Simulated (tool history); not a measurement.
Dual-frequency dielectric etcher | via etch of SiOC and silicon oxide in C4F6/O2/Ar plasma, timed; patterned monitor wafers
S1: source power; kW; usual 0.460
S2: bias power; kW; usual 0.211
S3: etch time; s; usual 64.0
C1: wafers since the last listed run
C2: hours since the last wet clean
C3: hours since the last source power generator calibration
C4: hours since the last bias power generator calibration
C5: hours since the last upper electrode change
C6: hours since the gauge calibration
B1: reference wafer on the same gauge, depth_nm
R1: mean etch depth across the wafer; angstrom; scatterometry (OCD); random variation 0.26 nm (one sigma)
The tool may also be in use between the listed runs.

run 1 hour=0.0 | S1=0.380 S2=0.211 S3=64.0 | C1=0 C2=46.0 C3=4534.1 C4=1849.6 C5=2028.2 C6=546.5 | B1=85.4 | R1=770
run 2 hour=18.4 | S1=0.380 S2=0.211 S3=64.0 | C1=277 C2=64.4 C3=4552.5 C4=1868.0 C5=2046.6 C6=564.9 | B1=85.4 | R1=771
run 3 hour=42.7 | S1=0.520 S2=0.211 S3=69.0 | C1=366 C2=88.7 C3=4576.8 C4=1892.3 C5=2070.9 C6=589.2 | B1=85.5 | R1=944
run 4 hour=78.2 | S1=0.460 S2=0.211 S3=64.0 | C1=535 C2=124.2 C3=4612.3 C4=1927.8 C5=2106.4 C6=624.7 | B1=85.4 | R1=831
-- hour=109.9 source power generator calibrated
run 5 hour=110.4 | S1=0.460 S2=0.211 S3=64.0 | C1=425 C2=156.4 C3=0.5 C4=1960.0 C5=2138.6 C6=656.9 | B1=85.4 | R1=836
run 6 hour=124.7 | S1=0.460 S2=0.211 S3=64.0 | C1=215 C2=170.7 C3=14.8 C4=1974.3 C5=2152.9 C6=671.2 | B1=85.4 | R1=836
run 7 hour=148.5 | S1=0.500 S2=0.175 S3=79.0 | C1=359 C2=194.5 C3=38.6 C4=1998.1 C5=2176.7 C6=695.0 | B1=85.4 | R1=958
-- hour=185.4 upper electrode replaced
run 8 hour=185.9 | S1=0.460 S2=0.211 S3=64.0 | C1=202 C2=231.9 C3=76.0 C4=2035.5 C5=0.5 C6=732.4 | B1=85.4 | R1=829
run 9 hour=194.7 | S1=0.520 S2=0.164 S3=49.0 | C1=132 C2=240.7 C3=84.8 C4=2044.3 C5=9.3 C6=741.2 | B1=85.4 | R1=588
run 10 hour=230.1 | S1=0.500 S2=0.246 S3=64.0 | C1=533 C2=276.1 C3=120.2 C4=2079.7 C5=44.7 C6=776.6 | B1=85.4 | R1=931
run 11 hour=250.0 | S1=0.460 S2=0.192 S3=48.5 | C1=300 C2=296.0 C3=140.1 C4=2099.6 C5=64.6 C6=796.5 | B1=85.4 | R1=597
run 12 hour=282.5 | S1=0.460 S2=0.211 S3=56.0 | C1=490 C2=328.5 C3=172.6 C4=2132.1 C5=97.1 C6=829.0 | B1=85.4 | R1=728
run 13 hour=307.8 | S1=0.460 S2=0.237 S3=51.0 | C1=381 C2=353.8 C3=197.9 C4=2157.4 C5=122.4 C6=854.3 | B1=85.4 | R1=704
run 14 hour=320.5 | S1=0.460 S2=0.211 S3=64.0 | C1=191 C2=366.5 C3=210.6 C4=2170.1 C5=135.1 C6=867.0 | B1=85.4 | R1=831
run 15 hour=346.5 | S1=0.350 S2=0.211 S3=72.0 | C1=392 C2=392.5 C3=236.6 C4=2196.1 C5=161.1 C6=893.0 | B1=85.4 | R1=831
run 16 hour=373.5 | S1=0.460 S2=0.211 S3=81.0 | C1=407 C2=419.5 C3=263.6 C4=2223.1 C5=188.1 C6=920.0 | B1=85.4 | R1=1055
-- hour=378.5 gauge calibrated
-- hour=399.7 wet clean of the chamber
run 17 hour=426.8 | S1=0.490 S2=0.211 S3=81.5 | C1=441 C2=27.1 C3=316.9 C4=2276.4 C5=241.4 C6=48.3 | B1=85.4 | R1=1089
-- hour=444.4 bias power generator calibrated
run 18 hour=449.2 | S1=0.580 S2=0.248 S3=64.0 | C1=277 C2=49.5 C3=339.3 C4=4.8 C5=263.8 C6=70.7 | B1=85.4 | R1=995
run 19 hour=473.7 | S1=0.460 S2=0.211 S3=64.0 | C1=369 C2=74.0 C3=363.8 C4=29.3 C5=288.3 C6=95.2 | B1=85.5 | R1=830
run 20 hour=491.5 | S1=0.460 S2=0.211 S3=64.0 | C1=268 C2=91.8 C3=381.6 C4=47.1 C5=306.1 C6=113.0 | B1=85.4 | R1=832
run 21 hour=518.3 | S1=0.460 S2=0.259 S3=55.0 | C1=404 C2=118.6 C3=408.4 C4=73.9 C5=332.9 C6=139.8 | B1=85.4 | R1=794
run 22 hour=573.6 | S1=0.460 S2=0.261 S3=74.5 | C1=834 C2=173.9 C3=463.7 C4=129.2 C5=388.2 C6=195.1 | B1=85.4 | R1=1085
run 23 hour=607.8 | S1=0.460 S2=0.175 S3=64.0 | C1=515 C2=208.1 C3=497.9 C4=163.4 C5=422.4 C6=229.3 | B1=85.4 | R1=749
run 24 hour=629.6 | S1=0.410 S2=0.211 S3=56.5 | C1=328 C2=229.9 C3=519.7 C4=185.2 C5=444.2 C6=251.1 | B1=85.4 | R1=697
run 25 hour=645.3 | S1=0.460 S2=0.211 S3=64.0 | C1=236 C2=245.6 C3=535.4 C4=200.9 C5=459.9 C6=266.8 | B1=85.4 | R1=835
run 26 hour=673.8 | S1=0.460 S2=0.211 S3=64.0 | C1=429 C2=274.1 C3=563.9 C4=229.4 C5=488.4 C6=295.3 | B1=85.4 | R1=836

Forecast run 27:
run 27 hour=692.8 | S1=0.460 S2=0.211 S3=64.0 | C1=286 C2=293.1 C3=582.9 C4=248.4 C5=507.4 C6=314.3 | B1=? | R1=?

Run 27 gave B1 85.4, R1 829 angstrom.
Without the tool's hidden state the same run would have given R1 829 angstrom.
